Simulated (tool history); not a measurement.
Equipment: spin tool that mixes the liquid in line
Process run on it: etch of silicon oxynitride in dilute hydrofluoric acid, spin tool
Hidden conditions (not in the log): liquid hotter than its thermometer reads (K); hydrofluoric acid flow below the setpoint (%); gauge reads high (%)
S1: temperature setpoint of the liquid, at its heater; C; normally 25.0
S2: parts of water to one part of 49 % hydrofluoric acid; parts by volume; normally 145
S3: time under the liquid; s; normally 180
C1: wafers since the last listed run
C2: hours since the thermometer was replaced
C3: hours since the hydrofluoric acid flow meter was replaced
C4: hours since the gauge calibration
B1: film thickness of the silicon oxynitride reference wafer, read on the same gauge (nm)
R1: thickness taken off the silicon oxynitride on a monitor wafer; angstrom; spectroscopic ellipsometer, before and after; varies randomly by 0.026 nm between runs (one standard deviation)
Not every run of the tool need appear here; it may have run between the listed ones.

run	day	S1	S2	S3	C1	C2	C3	C4	B1	R1
1	0.000	25.0	145	180	0	2407.6	792.9	219.9	80.020	32.20
2	1.825	25.0	145	180	265	2451.4	836.7	263.7	80.021	32.29
3	5.100	25.0	145	180	476	2530.0	915.3	342.3	79.996	32.71
4	7.554	21.5	145	180	357	2588.9	974.2	401.2	80.023	27.50
5	10.479	25.0	145	180	425	2659.1	1044.4	471.4	79.987	32.03
6	11.762	25.0	145	180	186	2689.9	1075.2	502.2	80.005	31.82
7	12.938	25.0	145	180	171	2718.1	1103.4	530.4	80.013	31.90
8	14.196	25.0	180	180	183	2748.3	1133.6	560.6	80.052	24.76
9	16.829	25.0	180	180	383	2811.5	1196.8	623.8	80.020	24.77
# day 18.550: thermometer replaced
10	19.704	25.0	145	180	412	27.7	1265.8	692.8	79.971	31.35
11	20.792	28.5	145	180	158	53.8	1291.9	718.9	79.993	36.53
12	22.438	21.5	145	280	239	93.3	1331.4	758.4	80.043	41.72
# day 24.283: gauge calibrated
13	24.671	25.0	145	180	325	146.9	1385.0	9.3	80.009	31.63
14	25.996	21.0	145	180	192	178.7	1416.8	41.1	80.018	25.95
15	27.096	21.0	95	260	160	205.1	1443.2	67.5	79.975	59.39
# day 28.504: hydrofluoric acid flow meter replaced
16	29.296	29.5	95	285	314	257.9	19.0	120.3	79.980	90.51
17	31.204	27.0	175	180	277	303.7	64.8	166.1	79.982	25.07
18	34.917	21.0	170	90	540	392.8	153.9	255.2	80.006	10.06
# day 37.912: hydrofluoric acid flow meter replaced, repeated, since the last time left the tool worse
19	37.933	25.0	195	265	433	465.2	0.5	327.6	80.035	36.49
20	40.321	21.0	110	180	347	522.5	57.8	384.9	79.977	38.62
21	41.433	25.0	145	285	162	549.2	84.5	411.6	80.011	54.48
22	42.646	25.0	145	180	176	578.3	113.6	440.7	79.977	34.16
23	44.100	27.5	125	230	211	613.2	148.5	475.6	79.987	57.34

What if the next run were any one of these 4? Each begins from the tool's condition after run 23:
A	44.121	25.0	145	180	3	613.7	149.0	476.1	?	?
B	44.121	25.0	145	145	3	613.7	149.0	476.1	?	?
C	44.121	21.5	110	115	3	613.7	149.0	476.1	?	?
D	44.121	25.0	145	120	3	613.7	149.0	476.1	?	?

run	B1	R1
A	80.032	34.25
B	80.032	27.59
C	80.032	25.19
D	80.032	22.83
Stripped of hidden state, with their random variation kept, the same runs would have yielded:
run	R1
A	34.82
B	28.05
C	25.59
D	23.21

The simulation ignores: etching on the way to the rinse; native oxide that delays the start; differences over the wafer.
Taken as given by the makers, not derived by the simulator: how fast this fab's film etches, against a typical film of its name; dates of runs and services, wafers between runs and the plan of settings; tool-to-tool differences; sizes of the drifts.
